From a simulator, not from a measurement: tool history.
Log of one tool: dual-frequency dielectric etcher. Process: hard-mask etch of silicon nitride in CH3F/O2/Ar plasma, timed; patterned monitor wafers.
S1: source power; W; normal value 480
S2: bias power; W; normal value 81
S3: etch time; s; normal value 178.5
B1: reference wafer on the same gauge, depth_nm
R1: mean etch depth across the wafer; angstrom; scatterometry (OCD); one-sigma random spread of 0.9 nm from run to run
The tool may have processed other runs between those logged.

run 1 day=0 | S1=480 S2=81 S3=196 | B1=175.8 | R1=1639
run 2 day=0.867 | S1=480 S2=94 S3=178.5 | B1=175.7 | R1=1557
run 3 day=1.604 | S1=480 S2=94 S3=178.5 | B1=175.6 | R1=1564
run 4 day=3.046 | S1=480 S2=71 S3=192.5 | B1=176.1 | R1=1538
run 5 day=3.842 | S1=480 S2=71 S3=192.5 | B1=175.9 | R1=1530
run 6 day=4.467 | S1=430 S2=81 S3=178.5 | B1=176 | R1=1435
run 7 day=5.929 | S1=420 S2=81 S3=178.5 | B1=176.1 | R1=1445
run 8 day=7.329 | S1=420 S2=81 S3=178.5 | B1=176.1 | R1=1440
run 9 day=8.321 | S1=480 S2=81 S3=178.5 | B1=176 | R1=1500
run 10 day=9.554 | S1=480 S2=81 S3=178.5 | B1=172.4 | R1=1465
run 11 day=9.854 | S1=480 S2=81 S3=178.5 | B1=172.4 | R1=1451
run 12 day=10.854 | S1=480 S2=81 S3=178.5 | B1=172.9 | R1=1456
run 13 day=11.704 | S1=380 S2=73 S3=178.5 | B1=172.8 | R1=1308
run 14 day=13.129 | S1=480 S2=71 S3=192.5 | B1=173.4 | R1=1523
run 15 day=13.921 | S1=590 S2=81 S3=178.5 | B1=173.7 | R1=1550
run 16 day=14.65 | S1=520 S2=65 S3=134.5 | B1=173.9 | R1=1064
run 17 day=15.35 | S1=480 S2=81 S3=130.5 | B1=174 | R1=1082
run 18 day=15.892 | S1=380 S2=81 S3=178.5 | B1=174.3 | R1=1380
run 19 day=19.262 | S1=480 S2=81 S3=178.5 | B1=174.7 | R1=1476
run 20 day=19.279 | S1=400 S2=87 S3=178.5 | B1=174.7 | R1=1428
run 21 day=19.804 | S1=570 S2=86 S3=178.5 | B1=174.6 | R1=1585
run 22 day=20.762 | S1=480 S2=81 S3=155 | B1=175 | R1=1283
run 23 day=21.775 | S1=480 S2=81 S3=178.5 | B1=174.7 | R1=1486
run 24 day=23.179 | S1=480 S2=81 S3=228.5 | B1=175 | R1=1908
run 25 day=24.062 | S1=480 S2=81 S3=178.5 | B1=175.1 | R1=1474

Taken out of this log: 5 entries between the listed runs. Where each belongs, and how the hidden state differs across it:
After run 9, before run 10: gauge calibrated (day 8.367); wet clean of the chamber (day 9.533)
  gauge reads high (%): 2.4 -> 0.131
  difference, measured minus the result without the unlogged condition, R1: +35 -> +2 angstrom
After run 18, before run 19: bias power generator calibrated (day 17.933); source power generator calibrated (day 18.804); upper electrode replaced (day 19.242)
  gauge reads high (%): 1.24 -> 1.54
  difference, measured minus the result without the unlogged condition, R1: +16 -> +22 angstrom

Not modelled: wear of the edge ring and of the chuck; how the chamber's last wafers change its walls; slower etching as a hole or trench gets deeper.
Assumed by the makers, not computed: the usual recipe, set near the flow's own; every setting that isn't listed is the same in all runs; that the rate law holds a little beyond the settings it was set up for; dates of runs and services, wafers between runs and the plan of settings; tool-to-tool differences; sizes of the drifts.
